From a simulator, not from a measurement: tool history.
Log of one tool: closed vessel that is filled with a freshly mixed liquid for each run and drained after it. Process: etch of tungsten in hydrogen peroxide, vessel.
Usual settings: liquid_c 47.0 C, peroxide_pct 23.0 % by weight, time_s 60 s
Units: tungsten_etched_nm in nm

run,hour,liquid_c,peroxide_pct,time_s,"read-back film thickness of the tungsten reference wafer, read on the same gauge (nm)",tungsten_etched_nm
1,0.0,47.0,23.0,60,80.00,62.80
2,16.0,47.0,23.0,60,80.00,62.16
3,27.8,47.0,23.0,60,80.01,62.26
4,39.7,47.0,23.0,60,80.00,62.25
5,67.9,47.0,23.0,60,80.01,62.34
6,81.9,47.0,23.0,60,79.98,61.85
7,95.7,47.0,23.0,60,80.00,62.63
# hour 108.7: gauge calibrated
8,113.0,47.0,23.0,60,79.99,62.32
9,129.6,47.0,23.0,60,80.00,62.03
10,138.1,47.0,23.0,75,79.99,77.32
# hour 139.9: thermometer replaced
11,146.4,47.0,23.0,75,80.00,78.11
# hour 148.9: new drum of peroxide connected
12,158.4,47.0,23.0,75,79.99,80.57
13,170.7,47.0,23.0,60,80.00,63.92
14,184.5,47.0,23.0,60,79.97,63.39
15,198.7,56.5,28.5,60,80.01,126.53
16,212.4,47.0,23.0,60,80.00,64.36
17,221.0,54.5,23.0,60,79.99,101.36
# hour 233.1: peroxide flow meter replaced
18,234.2,39.5,25.5,60,80.01,41.58
19,241.3,57.0,23.0,75,79.98,145.70
20,254.0,47.0,23.0,60,79.99,64.19
21,265.8,42.5,23.0,60,80.00,48.00
22,273.8,54.5,23.0,90,79.99,152.25
# hour 281.7: gauge calibrated
23,285.7,41.5,18.5,45,80.01,30.22

Run 24 comes next. What will it give?
24,295.8,56.5,28.5,60,?,?

{"run 24": {"read-back film thickness of the tungsten reference wafer, read on the same gauge (nm)": 80.0, "tungsten_etched_nm": 126.38}}
Without the tool's hidden state the same run would have given tungsten_etched_nm 127.89 nm.
